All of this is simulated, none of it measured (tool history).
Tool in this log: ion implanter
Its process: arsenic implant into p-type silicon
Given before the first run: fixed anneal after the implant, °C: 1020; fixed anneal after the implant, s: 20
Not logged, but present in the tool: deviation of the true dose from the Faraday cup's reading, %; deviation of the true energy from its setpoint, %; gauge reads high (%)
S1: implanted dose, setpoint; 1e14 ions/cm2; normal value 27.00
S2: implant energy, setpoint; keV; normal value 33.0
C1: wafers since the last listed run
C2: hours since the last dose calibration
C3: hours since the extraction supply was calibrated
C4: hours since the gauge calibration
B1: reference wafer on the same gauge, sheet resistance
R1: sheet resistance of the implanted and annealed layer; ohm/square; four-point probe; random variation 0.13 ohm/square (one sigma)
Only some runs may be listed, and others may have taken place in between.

run	hour	S1	S2	C1	C2	C3	C4	B1	R1
1	0.0	27.00	33.0	0	1620.5	2742.7	995.2	84.94	86.05
2	28.9	27.00	33.0	690	1649.4	2771.6	1024.1	85.05	86.14
3	42.8	27.00	33.0	331	1663.3	2785.5	1038.0	85.03	86.20
4	78.2	21.34	33.0	845	1698.7	2820.9	1073.4	85.02	91.98
5	110.6	21.34	33.0	773	1731.1	2853.3	1105.8	85.00	92.14
6	152.3	27.00	33.0	995	1772.8	2895.0	1147.5	85.06	86.32
7	171.1	27.00	33.0	448	1791.6	2913.8	1166.3	85.05	86.17
8	199.9	27.00	33.0	687	1820.4	2942.6	1195.1	85.02	86.36
9	222.4	27.00	39.5	537	1842.9	2965.1	1217.6	85.00	79.99
10	235.0	27.00	39.5	300	1855.5	2977.7	1230.2	85.06	79.78
11	250.1	27.00	39.5	360	1870.6	2992.8	1245.3	84.98	80.14
12	279.3	33.41	22.5	697	1899.8	3022.0	1274.5	85.01	96.19
13	297.4	33.16	33.0	432	1917.9	3040.1	1292.6	84.96	82.89
14	320.7	34.37	28.5	556	1941.2	3063.4	1315.9	84.98	87.48
15	355.0	30.73	27.5	819	1975.5	3097.7	1350.2	84.96	90.33
# hour 386.4: Faraday cup replaced and dose calibrated
16	390.2	33.37	26.0	649	3.8	3132.9	1385.4	84.96	90.43
17	419.1	27.00	43.0	690	32.7	3161.8	1414.3	85.00	76.17
18	449.6	27.00	37.5	728	63.2	3192.3	1444.8	85.01	80.94
19	476.8	27.00	33.0	649	90.4	3219.5	1472.0	84.93	85.38
20	560.0	23.74	27.0	1986	173.6	3302.7	1555.2	85.00	94.84
21	583.9	27.00	39.5	570	197.5	3326.6	1579.1	85.00	79.22
# hour 605.5: gauge calibrated
22	617.1	27.00	33.0	792	230.7	3359.8	11.6	85.00	85.23
23	634.0	30.73	27.5	403	247.6	3376.7	28.5	84.99	89.50
24	661.0	27.00	33.0	644	274.6	3403.7	55.5	85.01	85.41
25	679.3	19.53	33.0	437	292.9	3422.0	73.8	85.04	93.72
# hour 690.5: extraction supply calibrated
26	714.8	27.00	42.0	656	328.4	24.3	109.3	84.95	78.48
27	731.2	30.59	29.0	391	344.8	40.7	125.7	85.00	89.38
28	763.1	30.53	36.5	761	376.7	72.6	157.6	85.02	81.23
29	798.4	32.33	29.5	842	412.0	107.9	192.9	85.04	88.03
30	813.9	24.79	43.5	370	427.5	123.4	208.4	84.98	79.51
31	833.9	27.00	33.0	477	447.5	143.4	228.4	84.98	87.01
32	866.1	27.00	33.0	768	479.7	175.6	260.6	85.02	87.00
33	894.5	20.54	38.5	678	508.1	204.0	289.0	85.00	88.50
34	919.1	27.00	40.0	587	532.7	228.6	313.6	85.00	80.02
35	954.4	29.76	37.0	842	568.0	263.9	348.9	85.03	80.93
36	970.6	34.19	25.5	386	584.2	280.1	365.1	85.05	92.53

Branching from run 36: 5 alternative next runs. What would each branch give?
A	971.0	21.08	33.0	9	584.6	280.5	365.5	?	?
B	971.0	30.27	42.5	9	584.6	280.5	365.5	?	?
C	971.0	27.00	27.5	9	584.6	280.5	365.5	?	?
D	971.0	27.00	23.5	9	584.6	280.5	365.5	?	?
E	971.0	32.99	39.5	9	584.6	280.5	365.5	?	?

run	B1	R1
A	84.97	92.79
B	84.97	75.82
C	84.97	93.43
D	84.97	98.90
E	84.97	77.06
Without the tool's unlogged condition, the same runs would have read:
run	R1
A	92.64
B	75.68
C	93.29
D	98.76
E	76.92

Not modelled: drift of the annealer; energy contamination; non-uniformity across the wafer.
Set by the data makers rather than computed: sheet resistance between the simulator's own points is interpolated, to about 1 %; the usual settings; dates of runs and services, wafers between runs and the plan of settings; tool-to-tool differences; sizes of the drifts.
